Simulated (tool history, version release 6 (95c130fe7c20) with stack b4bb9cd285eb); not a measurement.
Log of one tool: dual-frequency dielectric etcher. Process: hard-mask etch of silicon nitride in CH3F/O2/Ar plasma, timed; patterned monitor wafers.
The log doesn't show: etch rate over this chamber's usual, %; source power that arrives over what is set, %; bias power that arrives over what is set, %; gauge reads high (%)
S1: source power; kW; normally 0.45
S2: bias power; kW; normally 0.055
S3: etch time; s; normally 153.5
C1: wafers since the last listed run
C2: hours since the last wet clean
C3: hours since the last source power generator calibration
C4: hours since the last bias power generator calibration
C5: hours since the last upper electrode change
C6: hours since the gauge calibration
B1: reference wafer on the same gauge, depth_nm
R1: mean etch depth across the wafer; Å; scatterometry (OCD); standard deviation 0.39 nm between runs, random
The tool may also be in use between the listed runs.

run,day,S1,S2,S3,C1,C2,C3,C4,C5,C6,B1,R1
1,0,0.45,0.055,153.5,0,155.8,2692.1,1117.1,5550.1,346.9,117,1043
2,4.167,0.45,0.055,153.5,715,255.8,2792.1,1217.1,5650.1,446.9,117,1055
3,6.554,0.45,0.055,153.5,410,313.1,2849.4,1274.4,5707.4,504.2,117,1055
4,9.104,0.45,0.06,153.5,438,374.3,2910.6,1335.6,5768.6,565.4,117,1087
5,10.612,0.45,0.055,153.5,259,410.5,2946.8,1371.8,5804.8,601.6,117,1053
6,13.238,0.45,0.055,153.5,450,473.5,3009.8,1434.8,5867.8,664.6,116.9,1054
# day 14.858: source power generator calibrated
7,17.067,0.45,0.055,153.5,629,565.4,53,1526.7,5959.7,756.5,117,1064
8,20.712,0.54,0.055,166.5,626,652.9,140.5,1614.2,6047.2,844,116.9,1257
# day 21.042: bias power generator calibrated
# day 22.767: gauge calibrated
# day 23.908: wet clean of the chamber
9,24.017,0.45,0.048,153.5,367,2.6,219.8,71.4,6126.5,30,117.1,987
10,27.404,0.56,0.044,153.5,581,83.9,301.1,152.7,6207.8,111.3,117,1045
# day 29.571: upper electrode replaced
11,29.592,0.37,0.051,171,203,136.4,353.6,205.2,0.5,163.8,117,1036
12,32.746,0.48,0.063,141,541,212.1,429.3,280.9,76.2,239.5,117.1,1054
13,35.488,0.45,0.055,153.5,470,277.9,495.1,346.7,142,305.3,117,1050
14,38.496,0.45,0.055,153.5,516,350.1,567.3,418.9,214.2,377.5,116.9,1056
15,41.117,0.39,0.055,153.5,450,413,630.2,481.8,277.1,440.4,116.9,995

The logged runs with the hidden state left out (each run's random variation unchanged):
run,R1
1,1037
2,1045
3,1042
4,1072
5,1037
6,1035
7,1041
8,1226
9,985
10,1040
11,1029
12,1043
13,1037
14,1039
15,978

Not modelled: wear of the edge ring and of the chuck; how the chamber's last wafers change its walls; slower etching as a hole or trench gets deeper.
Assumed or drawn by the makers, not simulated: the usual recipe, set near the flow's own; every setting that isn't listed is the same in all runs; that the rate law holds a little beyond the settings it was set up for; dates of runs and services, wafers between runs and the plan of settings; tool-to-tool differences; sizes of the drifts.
